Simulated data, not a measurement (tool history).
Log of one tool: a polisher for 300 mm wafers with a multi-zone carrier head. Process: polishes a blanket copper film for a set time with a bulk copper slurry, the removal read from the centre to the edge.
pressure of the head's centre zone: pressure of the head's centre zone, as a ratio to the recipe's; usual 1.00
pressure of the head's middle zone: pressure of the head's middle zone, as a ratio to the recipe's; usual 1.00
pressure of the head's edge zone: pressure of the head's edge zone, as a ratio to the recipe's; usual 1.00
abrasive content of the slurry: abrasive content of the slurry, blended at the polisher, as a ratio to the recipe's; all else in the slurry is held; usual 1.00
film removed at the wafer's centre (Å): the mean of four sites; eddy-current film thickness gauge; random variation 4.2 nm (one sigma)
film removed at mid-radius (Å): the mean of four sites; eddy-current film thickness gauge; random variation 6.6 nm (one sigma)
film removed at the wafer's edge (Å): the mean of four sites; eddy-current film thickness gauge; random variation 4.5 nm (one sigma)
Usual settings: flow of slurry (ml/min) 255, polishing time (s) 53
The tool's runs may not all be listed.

run,hour,flow of slurry (ml/min),pressure of the head's centre zone,pressure of the head's middle zone,pressure of the head's edge zone,abrasive content of the slurry,polishing time (s),wafers since the last listed run,wafers polished on this pad,hours since the slurry nozzle was cleaned,hours since the centre zone pressure was calibrated,hours since the edge zone pressure was calibrated,hours since the carrier head's membrane was replaced,"incoming thickness of the incoming film, nm",film removed at the wafer's centre (Å),film removed at mid-radius (Å),film removed at the wafer's edge (Å)
1,0.0,255,1.00,1.00,1.10,0.90,53,0,2386,712.5,114.4,84.8,1176.4,3094.6,5601,5292,5466
# hour 9.8: carrier head's membrane replaced by a new one
# hour 18.0: worn pad replaced by a new one
2,18.5,255,1.00,1.00,1.00,1.00,53,87,4,731.0,132.9,103.3,8.7,3152.3,6030,5749,5604
3,40.1,255,1.00,1.11,1.12,1.00,53,198,203,752.6,154.5,124.9,30.3,3141.3,6043,6245,5971
4,53.2,190,1.00,0.97,1.00,1.00,65,120,324,765.7,167.6,138.0,43.4,3139.8,7034,6784,6670
5,79.3,255,1.00,1.00,1.00,1.00,53,240,564,791.8,193.7,164.1,69.5,3153.5,6026,5706,5564
6,92.9,255,1.00,1.00,1.04,1.00,59,125,689,805.4,207.3,177.7,83.1,3181.6,6797,6356,6310
7,119.4,345,1.00,1.11,1.00,1.00,53,243,933,831.9,233.8,204.2,109.6,3089.1,6257,6220,5631
# hour 139.2: slurry nozzle cleaned
8,151.7,225,1.00,0.91,1.04,0.80,53,288,1221,12.5,266.1,236.5,141.9,3195.5,5657,5102,5393
9,163.8,255,1.00,1.00,1.00,1.00,53,111,1333,24.6,278.2,248.6,154.0,3083.3,5939,5584,5558
10,179.2,180,1.00,1.00,0.89,0.85,53,141,1475,40.0,293.6,264.0,169.4,3135.0,5464,5157,4850
11,194.4,255,1.00,1.00,1.00,1.00,53,139,1615,55.2,308.8,279.2,184.6,3129.1,5891,5608,5520
12,208.8,300,1.00,1.00,1.00,1.15,53,132,1747,69.6,323.2,293.6,199.0,3120.5,6094,5876,5601
13,239.5,300,1.00,1.00,1.00,1.00,53,282,2030,100.3,353.9,324.3,229.7,3136.6,5868,5695,5425
14,257.1,255,1.00,1.00,1.00,1.00,42,162,2192,117.9,371.5,341.9,247.3,3125.4,4544,4384,4187
# hour 269.2: worn pad replaced by a new one
15,269.6,255,1.00,1.00,1.00,1.10,66,78,3,130.4,384.0,354.4,259.8,3140.7,7638,7385,6976
16,299.3,255,1.00,1.00,1.11,1.00,53,273,277,160.1,413.7,384.1,289.5,3147.5,6037,5708,5911
17,325.9,255,1.12,1.00,1.00,0.75,65,244,522,186.7,440.3,410.7,316.1,3140.8,7870,6705,6523
18,338.5,255,1.00,1.00,1.06,1.00,63,116,638,199.3,452.9,423.3,328.7,3171.0,7073,6727,6778
19,366.5,170,1.00,0.94,1.00,1.15,58,257,895,227.3,480.9,451.3,356.7,3209.8,6247,5739,5946
20,394.1,255,1.00,1.00,1.00,1.00,53,254,1149,254.9,508.5,478.9,384.3,3140.7,5982,5607,5453
21,420.8,255,1.00,1.00,0.91,1.00,53,245,1395,281.6,535.2,505.6,411.0,3154.5,5857,5600,5181

The tool's hidden state at each run:
slurry flow missing at the pad, %: 0 in every run
deviation of the centre zone's pressure from its setpoint, %: 0 in every run
deviation of the edge zone's pressure from its setpoint, %: 0 in every run
H1: removal rate lost through wear of the pad, %
run,H1
1,6.49
2,0.271
3,0.315
4,0.382
5,0.607
6,0.773
7,1.19
8,1.87
9,2.17
10,2.6
11,3.06
12,3.53
13,4.66
14,5.39
15,0.438
16,0.519
17,0.726
18,0.868
19,1.29
20,1.84
21,2.5
